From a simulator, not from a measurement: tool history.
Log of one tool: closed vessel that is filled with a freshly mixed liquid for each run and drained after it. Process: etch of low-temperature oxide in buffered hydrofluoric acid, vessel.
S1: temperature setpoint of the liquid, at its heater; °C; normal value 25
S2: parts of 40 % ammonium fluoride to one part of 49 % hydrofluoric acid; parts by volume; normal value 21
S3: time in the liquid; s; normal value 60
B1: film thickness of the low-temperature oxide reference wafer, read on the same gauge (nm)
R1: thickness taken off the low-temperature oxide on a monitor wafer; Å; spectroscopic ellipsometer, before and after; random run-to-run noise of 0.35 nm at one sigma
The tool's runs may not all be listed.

run 1 hour=0 | S1=25 S2=23 S3=60 | B1=49.99 | R1=961.3
run 2 hour=55.1 | S1=25 S2=23 S3=60 | B1=50.01 | R1=963.5
run 3 hour=123.3 | S1=25 S2=21 S3=60 | B1=50.03 | R1=1024.1
run 4 hour=168.9 | S1=25 S2=21 S3=60 | B1=50.02 | R1=1020.4
run 5 hour=232.2 | S1=25 S2=21 S3=45 | B1=49.98 | R1=771.2
run 6 hour=270.4 | S1=25 S2=24 S3=60 | B1=50 | R1=934.8
run 7 hour=303.6 | S1=25 S2=24 S3=60 | B1=49.98 | R1=934.1
run 8 hour=334.8 | S1=25 S2=24 S3=60 | B1=50 | R1=937
run 9 hour=366.1 | S1=25 S2=21 S3=60 | B1=50.02 | R1=1036.7
run 10 hour=404.4 | S1=20 S2=27 S3=35 | B1=50 | R1=386.3
run 11 hour=470.9 | S1=25 S2=21 S3=60 | B1=50 | R1=1032.5
-- hour=504.5 hydrofluoric acid flow meter replaced
run 12 hour=511.9 | S1=25 S2=21 S3=60 | B1=49.98 | R1=1038.2
run 13 hour=545.8 | S1=29 S2=21 S3=60 | B1=49.98 | R1=1283.2
run 14 hour=589.7 | S1=25 S2=21 S3=60 | B1=50 | R1=1040
run 15 hour=762.8 | S1=25 S2=21 S3=60 | B1=50.02 | R1=1037.9
-- hour=815.1 gauge calibrated
run 16 hour=830.1 | S1=23 S2=24 S3=80 | B1=50.02 | R1=1139.6
run 17 hour=884 | S1=25 S2=21 S3=60 | B1=49.98 | R1=1044.9
run 18 hour=926.2 | S1=25 S2=16.5 S3=60 | B1=50.01 | R1=1301.5
-- hour=937.8 thermometer replaced
run 19 hour=997.5 | S1=26.5 S2=15 S3=90 | B1=49.99 | R1=2239.9
run 20 hour=1025.5 | S1=25 S2=21 S3=40 | B1=50 | R1=667.2
run 21 hour=1085.8 | S1=29 S2=24.5 S3=75 | B1=49.99 | R1=1405.1
run 22 hour=1139 | S1=25 S2=21 S3=60 | B1=49.99 | R1=1005.7
run 23 hour=1347.9 | S1=22.5 S2=15 S3=70 | B1=49.99 | R1=1418.3
run 24 hour=1393.8 | S1=25 S2=21 S3=75 | B1=49.99 | R1=1270.1
run 25 hour=1424.9 | S1=21.5 S2=21 S3=90 | B1=50.04 | R1=1259.9
run 26 hour=1454.1 | S1=29 S2=25.5 S3=60 | B1=49.99 | R1=1104.2
run 27 hour=1493.8 | S1=21.5 S2=21 S3=60 | B1=50 | R1=840.7
run 28 hour=1535.5 | S1=22.5 S2=17.5 S3=45 | B1=50.02 | R1=786.5
run 29 hour=1561.2 | S1=28.5 S2=25.5 S3=30 | B1=50 | R1=539
run 30 hour=1600.9 | S1=25 S2=23.5 S3=60 | B1=50.03 | R1=940.3
run 31 hour=1642.9 | S1=26.5 S2=21 S3=30 | B1=50.01 | R1=551.5

How would selected steps in R1 from run to run divide? Give the signed amount a tool lacking its hidden state would still show from settings, what came in and random variation, and the signed amount left for the hidden state, including any gauge scatter that is not in both of the compared results.
Hidden state at play: liquid hotter than its thermometer reads (K); hydrofluoric acid flow below the setpoint (%); gauge reads high (%).
Run 9 -> 10: S1 25 -> 20, S2 21 -> 27, S3 60 -> 35. R1 -650.4 Å: hidden state -18.3, all else -632.1.
Run 10 -> 11: S1 20 -> 25, S2 27 -> 21, S3 35 -> 60. R1 +646.2 Å: hidden state +20.9, all else +625.3.
Run 18 -> 19: S1 25 -> 26.5, S2 16.5 -> 15, S3 60 -> 90, thermometer replaced. R1 +938.4 Å: hidden state -48.2, all else +986.6.
Run 19 -> 20: S1 26.5 -> 25, S2 15 -> 21, S3 90 -> 40. R1 -1572.7 Å: hidden state -5.5, all else -1567.2.
Run 20 -> 21: S1 25 -> 29, S2 21 -> 24.5, S3 40 -> 75. R1 +737.9 Å: hidden state +5.3, all else +732.6.
